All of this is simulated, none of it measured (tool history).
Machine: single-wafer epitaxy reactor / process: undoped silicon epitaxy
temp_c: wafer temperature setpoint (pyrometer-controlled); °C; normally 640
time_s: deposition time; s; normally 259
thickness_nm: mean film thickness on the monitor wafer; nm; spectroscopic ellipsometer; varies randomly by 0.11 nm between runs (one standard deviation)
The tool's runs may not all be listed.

| run | hour | temp_c | time_s | read-back reference wafer on the same gauge, thickness_nm | thickness_nm |
|---|---|---|---|---|---|
| 1 | 0.0 | 640 | 259 | 40.083 | 34.395 |
| 2 | 97.4 | 640 | 259 | 40.057 | 34.157 |
| 3 | 204.5 | 640 | 259 | 40.099 | 34.026 |
| 4 | 259.4 | 640 | 259 | 40.096 | 34.050 |
|  | 270.2 | pyrometer calibrated |
| 5 | 323.5 | 640 | 259 | 40.091 | 35.010 |
| 6 | 372.8 | 640 | 259 | 40.085 | 34.756 |
| 7 | 426.7 | 640 | 259 | 40.081 | 35.018 |
| 8 | 478.2 | 640 | 259 | 40.099 | 35.090 |
| 9 | 539.5 | 629 | 288 | 40.112 | 31.236 |
| 10 | 618.6 | 629 | 288 | 40.064 | 31.469 |
| 11 | 724.2 | 640 | 259 | 40.086 | 34.865 |
| 12 | 831.6 | 640 | 259 | 40.105 | 34.785 |
| 13 | 892.3 | 633 | 259 | 40.103 | 30.286 |
| 14 | 944.3 | 640 | 259 | 40.057 | 34.868 |
| 15 | 1046.1 | 640 | 259 | 40.089 | 34.654 |
| 16 | 1112.8 | 640 | 259 | 40.119 | 34.613 |
| 17 | 1206.8 | 640 | 259 | 40.070 | 34.503 |
| 18 | 1244.3 | 631 | 259 | 40.099 | 28.642 |
| 19 | 1314.3 | 631 | 259 | 40.100 | 28.787 |
| 20 | 1354.6 | 625 | 212 | 40.114 | 20.848 |
| 21 | 1392.0 | 628 | 297 | 40.092 | 31.056 |
| 22 | 1453.1 | 631 | 276 | 40.110 | 30.628 |
|  | 1495.0 | pyrometer calibrated |
| 23 | 1544.0 | 640 | 259 | 40.123 | 35.143 |
| 24 | 1641.4 | 632 | 221 | 40.098 | 25.481 |
| 25 | 1748.1 | 649 | 240 | 40.093 | 38.821 |
| 26 | 1790.9 | 640 | 259 | 40.089 | 35.145 |
| 27 | 1889.3 | 640 | 259 | 40.096 | 34.867 |
| 28 | 1983.2 | 626 | 234 | 40.113 | 23.870 |
|  | 1999.0 | gauge calibrated |
| 29 | 2087.0 | 645 | 308 | 40.099 | 45.709 |
| 30 | 2270.6 | 652 | 223 | 40.100 | 37.822 |
| 31 | 2356.6 | 640 | 238 | 40.112 | 31.877 |
| 32 | 2401.6 | 652 | 259 | 40.110 | 43.746 |
| 33 | 2459.1 | 640 | 259 | 40.105 | 34.775 |
| 34 | 2542.1 | 646 | 244 | 40.057 | 36.504 |
| 35 | 2644.8 | 631 | 259 | 40.079 | 28.785 |
| 36 | 2729.5 | 635 | 231 | 40.101 | 27.815 |
| 37 | 2820.9 | 634 | 259 | 40.097 | 30.465 |
| 38 | 2881.2 | 640 | 308 | 40.089 | 40.313 |

3 options for the next run, each taken on its own from the tool as it stands now. Forecast them:
| A | 2881.7 | 640 | 259 | ? | ? |
| B | 2881.7 | 631 | 295 | ? | ? |
| C | 2881.7 | 646 | 301 | ? | ? |

| run | read-back reference wafer on the same gauge, thickness_nm | thickness_nm |
|---|---|---|
| A | 40.088 | 33.992 |
| B | 40.088 | 32.393 |
| C | 40.088 | 44.415 |
With the hidden condition removed and each run's random variation left untouched, the same runs would have given:
| run | thickness_nm |
|---|---|
| A | 34.808 |
| B | 33.185 |
| C | 45.469 |
